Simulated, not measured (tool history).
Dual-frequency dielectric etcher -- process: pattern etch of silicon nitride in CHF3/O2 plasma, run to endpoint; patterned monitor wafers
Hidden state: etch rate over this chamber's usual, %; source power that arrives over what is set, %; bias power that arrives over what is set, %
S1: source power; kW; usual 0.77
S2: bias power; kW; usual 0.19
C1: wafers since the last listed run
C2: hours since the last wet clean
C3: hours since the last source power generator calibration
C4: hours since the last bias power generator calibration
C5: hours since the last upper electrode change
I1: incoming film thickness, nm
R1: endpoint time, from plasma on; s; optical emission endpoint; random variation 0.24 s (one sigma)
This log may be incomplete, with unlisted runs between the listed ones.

Run 1, hour 0: usual settings; C1 0; C2 336; C3 2548.3; C4 1309.7; C5 2554.8; I1 57. Result: R1 33.9 s.
Run 2, hour 27.5: usual settings but S1 0.66 kW, S2 0.179 kW; C1 324; C2 363.5; C3 2575.8; C4 1337.2; C5 2582.3; I1 57.8. Result: R1 37 s.
At hour 51.7: wet clean of the chamber.
Run 3, hour 52.2: usual settings but S1 0.66 kW, S2 0.179 kW; C1 8; C2 0.5; C3 2600.5; C4 1361.9; C5 2607; I1 57.3. Result: R1 34.5 s.
Run 4, hour 64: usual settings but S2 0.213 kW; C1 139; C2 12.3; C3 2612.3; C4 1373.7; C5 2618.8; I1 56.5. Result: R1 30.1 s.
Run 5, hour 122.7: usual settings but S2 0.213 kW; C1 693; C2 71; C3 2671; C4 1432.4; C5 2677.5; I1 56.9. Result: R1 30.2 s.
Run 6, hour 146.9: usual settings but S2 0.213 kW; C1 285; C2 95.2; C3 2695.2; C4 1456.6; C5 2701.7; I1 56.3. Result: R1 30.2 s.
At hour 209.3: bias power generator calibrated.
Run 7, hour 220.1: usual settings but S2 0.152 kW; C1 816; C2 168.4; C3 2768.4; C4 10.8; C5 2774.9; I1 56.7. Result: R1 36.3 s.
Run 8, hour 237.3: usual settings but S2 0.152 kW; C1 203; C2 185.6; C3 2785.6; C4 28; C5 2792.1; I1 57.4. Result: R1 36.8 s.
Run 9, hour 270.8: usual settings; C1 395; C2 219.1; C3 2819.1; C4 61.5; C5 2825.6; I1 56.6. Result: R1 32.4 s.
Run 10, hour 306: usual settings; C1 415; C2 254.3; C3 2854.3; C4 96.7; C5 2860.8; I1 56.5. Result: R1 32.8 s.
Run 11, hour 331.1: usual settings but S2 0.18 kW; C1 296; C2 279.4; C3 2879.4; C4 121.8; C5 2885.9; I1 57.3. Result: R1 33.9 s.
Run 12, hour 360.5: usual settings but S2 0.18 kW; C1 347; C2 308.8; C3 2908.8; C4 151.2; C5 2915.3; I1 56.6. Result: R1 33.9 s.
Run 13, hour 385.5: usual settings; C1 295; C2 333.8; C3 2933.8; C4 176.2; C5 2940.3; I1 56.6. Result: R1 32.4 s.
Run 14, hour 412.9: usual settings but S1 0.9 kW, S2 0.148 kW; C1 323; C2 361.2; C3 2961.2; C4 203.6; C5 2967.7; I1 56.2. Result: R1 35.4 s.
At hour 444.7: source power generator calibrated.
At hour 447.9: wet clean of the chamber.
At hour 461.4: upper electrode replaced.
Run 15, hour 461.9: usual settings but S1 0.85 kW, S2 0.219 kW; C1 333; C2 14; C3 17.2; C4 252.6; C5 0.5; I1 57.4. Result: R1 31.5 s.
Run 16, hour 468.2: usual settings but S1 0.82 kW, S2 0.212 kW; C1 74; C2 20.3; C3 23.5; C4 258.9; C5 6.8; I1 56.9. Result: R1 32.2 s.
Run 17, hour 496.4: usual settings but S2 0.213 kW; C1 332; C2 48.5; C3 51.7; C4 287.1; C5 35; I1 57.2. Result: R1 32.8 s.
Run 18, hour 532.3: usual settings; C1 423; C2 84.4; C3 87.6; C4 323; C5 70.9; I1 57. Result: R1 34.5 s.
At hour 560.5: wet clean of the chamber, repeated, since the last time left the tool worse.
Run 19, hour 561: usual settings but S1 0.92 kW, S2 0.176 kW; C1 55; C2 0.5; C3 116.3; C4 351.7; C5 99.6; I1 57.3. Result: R1 32.1 s.
Run 20, hour 566.9: usual settings but S1 0.87 kW, S2 0.205 kW; C1 69; C2 6.4; C3 122.2; C4 357.6; C5 105.5; I1 56.7. Result: R1 29.8 s.
Run 21, hour 581.7: usual settings but S1 0.61 kW, S2 0.227 kW; C1 174; C2 21.2; C3 137; C4 372.4; C5 120.3; I1 57.4. Result: R1 31.2 s.
Run 22, hour 615: usual settings but S2 0.154 kW; C1 393; C2 54.5; C3 170.3; C4 405.7; C5 153.6; I1 56.5. Result: R1 36.3 s.
Run 23, hour 636.6: usual settings but S1 0.71 kW; C1 255; C2 76.1; C3 191.9; C4 427.3; C5 175.2; I1 56.9. Result: R1 32.7 s.
Run 24, hour 648.9: usual settings; C1 145; C2 88.4; C3 204.2; C4 439.6; C5 187.5; I1 57.1. Result: R1 32.2 s.

Exercise: give the hidden state of the tool at every run:
source power that arrives over what is set, %: 0 across all the runs
bias power that arrives over what is set, %: 0 across all the runs
H1: etch rate over this chamber's usual, %
run      H1
  1   -3.98
  2   -4.24
  3   0.722
  4   0.608
  5  0.0398
  6  -0.194
  7  -0.902
  8   -1.07
  9   -1.39
 10   -1.73
 11   -1.98
 12   -2.26
 13    -2.5
 14   -2.77
 15   -5.95
 16   -6.01
 17   -6.28
 18   -6.63
 19   0.553
 20   0.495
 21   0.352
 22  0.0302
 23  -0.179
 24  -0.298
